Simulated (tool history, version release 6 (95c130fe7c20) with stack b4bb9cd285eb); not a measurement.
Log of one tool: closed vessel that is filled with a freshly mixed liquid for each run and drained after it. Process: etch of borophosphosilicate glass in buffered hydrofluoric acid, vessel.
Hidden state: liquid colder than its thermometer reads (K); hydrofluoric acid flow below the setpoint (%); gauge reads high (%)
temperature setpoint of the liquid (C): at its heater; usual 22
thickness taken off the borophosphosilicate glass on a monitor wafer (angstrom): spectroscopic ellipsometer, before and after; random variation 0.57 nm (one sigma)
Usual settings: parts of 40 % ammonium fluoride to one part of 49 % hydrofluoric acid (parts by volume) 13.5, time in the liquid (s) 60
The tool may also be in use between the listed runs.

| run | hour | temperature setpoint of the liquid (C) | parts of 40 % ammonium fluoride to one part of 49 % hydrofluoric acid (parts by volume) | time in the liquid (s) | wafers since the last listed run | hours since the thermometer was replaced | hours since the hydrofluoric acid flow meter was replaced | hours since the gauge calibration | read-back film thickness of the borophosphosilicate glass reference wafer, read on the same gauge (nm) | thickness taken off the borophosphosilicate glass on a monitor wafer (angstrom) |
|---|---|---|---|---|---|---|---|---|---|---|
| 1 | 0 | 22 | 13.5 | 70 | 0 | 639.4 | 659.3 | 1604.8 | 100 | 1005.1 |
| 2 | 34 | 22 | 13.5 | 70 | 4955 | 673.4 | 693.3 | 1638.8 | 100.01 | 1009.4 |
| 3 | 105.5 | 22 | 13.5 | 60 | 10420 | 744.9 | 764.8 | 1710.3 | 99.99 | 857.4 |
|  | 135.5 | thermometer replaced |
| 4 | 170.3 | 19 | 12 | 60 | 9298 | 34.8 | 829.6 | 1775.1 | 99.98 | 843 |
| 5 | 226.6 | 25.5 | 13.5 | 60 | 8205 | 91.1 | 885.9 | 1831.4 | 99.97 | 1076.9 |
|  | 302 | gauge calibrated |
| 6 | 344.8 | 22 | 13.5 | 60 | 17226 | 209.3 | 1004.1 | 42.8 | 99.99 | 879.7 |
| 7 | 369.3 | 22 | 13.5 | 60 | 3570 | 233.8 | 1028.6 | 67.3 | 99.99 | 871.9 |
|  | 402.9 | hydrofluoric acid flow meter replaced |
| 8 | 403.4 | 22 | 13.5 | 60 | 4824 | 267.9 | 0.5 | 101.4 | 100.03 | 867.5 |
| 9 | 431.6 | 22 | 13.5 | 60 | 4109 | 296.1 | 28.7 | 129.6 | 99.98 | 870.1 |
| 10 | 459.4 | 22 | 13.5 | 60 | 4051 | 323.9 | 56.5 | 157.4 | 99.99 | 869.1 |
| 11 | 531.3 | 22 | 13.5 | 60 | 10478 | 395.8 | 128.4 | 229.3 | 99.99 | 865.9 |
| 12 | 558.7 | 22 | 16 | 60 | 3993 | 423.2 | 155.8 | 256.7 | 100 | 736.2 |
| 13 | 621.6 | 22 | 16 | 60 | 9167 | 486.1 | 218.7 | 319.6 | 100.02 | 734.2 |
| 14 | 662.2 | 22 | 13.5 | 60 | 5917 | 526.7 | 259.3 | 360.2 | 99.99 | 857.3 |
| 15 | 714.9 | 22 | 11 | 50 | 7680 | 579.4 | 312 | 412.9 | 100 | 876 |
| 16 | 760.5 | 22 | 13.5 | 30 | 6645 | 625 | 357.6 | 458.5 | 100 | 432.4 |
| 17 | 812.3 | 24 | 13.5 | 60 | 7549 | 676.8 | 409.4 | 510.3 | 100.01 | 951 |
|  | 909.5 | thermometer replaced |
| 18 | 996.8 | 24.5 | 13.5 | 60 | 26743 | 87.3 | 593.9 | 694.8 | 99.99 | 1010.4 |
| 19 | 1039.5 | 18.5 | 10 | 70 | 6223 | 130 | 636.6 | 737.5 | 99.99 | 1143.8 |
| 20 | 1098.7 | 17.5 | 18 | 50 | 8627 | 189.2 | 695.8 | 796.7 | 100 | 430.9 |
| 21 | 1138.8 | 25.5 | 13.5 | 80 | 5844 | 229.3 | 735.9 | 836.8 | 100 | 1416.7 |
| 22 | 1170.5 | 19.5 | 13.5 | 60 | 4619 | 261 | 767.6 | 868.5 | 99.99 | 764 |
| 23 | 1234.5 | 19 | 12 | 60 | 9327 | 325 | 831.6 | 932.5 | 100.02 | 829.7 |
| 24 | 1283.2 | 23.5 | 9 | 95 | 7097 | 373.7 | 880.3 | 981.2 | 100 | 2165 |
| 25 | 1320.5 | 22 | 17.5 | 75 | 5436 | 411 | 917.6 | 1018.5 | 100 | 840 |
| 26 | 1352.5 | 22 | 13.5 | 60 | 4663 | 443 | 949.6 | 1050.5 | 100 | 863.3 |
| 27 | 1384.7 | 22 | 16.5 | 35 | 4692 | 475.2 | 981.8 | 1082.7 | 100 | 411.7 |
| 28 | 1418.2 | 22 | 8.5 | 60 | 4882 | 508.7 | 1015.3 | 1116.2 | 99.98 | 1321 |
| 29 | 1482 | 26 | 11.5 | 45 | 9298 | 572.5 | 1079.1 | 1180 | 100.01 | 936.2 |
| 30 | 1531.3 | 26.5 | 8.5 | 60 | 7185 | 621.8 | 1128.4 | 1229.3 | 100.01 | 1687 |
|  | 1539.5 | thermometer replaced |
|  | 1544.5 | hydrofluoric acid flow meter replaced |
| 31 | 1594.5 | 22 | 13.5 | 60 | 8919 | 55 | 50 | 1292.5 | 100 | 886.2 |
| 32 | 1619.3 | 18.5 | 19 | 35 | 3614 | 79.8 | 74.8 | 1317.3 | 100 | 303.1 |

Forecast each of these 3 alternatives for the next run:
| A | 1620 | 22 | 13.5 | 60 | 102 | 80.5 | 75.5 | 1318 | ? | ? |
| B | 1620 | 22 | 13.5 | 45 | 102 | 80.5 | 75.5 | 1318 | ? | ? |
| C | 1620 | 18 | 11.5 | 60 | 102 | 80.5 | 75.5 | 1318 | ? | ? |

| run | read-back film thickness of the borophosphosilicate glass reference wafer, read on the same gauge (nm) | thickness taken off the borophosphosilicate glass on a monitor wafer (angstrom) |
|---|---|---|
| A | 100 | 889.4 |
| B | 100 | 667 |
| C | 100 | 834.7 |
Without the tool's hidden state the same runs would have given:
| run | thickness taken off the borophosphosilicate glass on a monitor wafer (angstrom) |
|---|---|
| A | 893.8 |
| B | 670.3 |
| C | 838.9 |
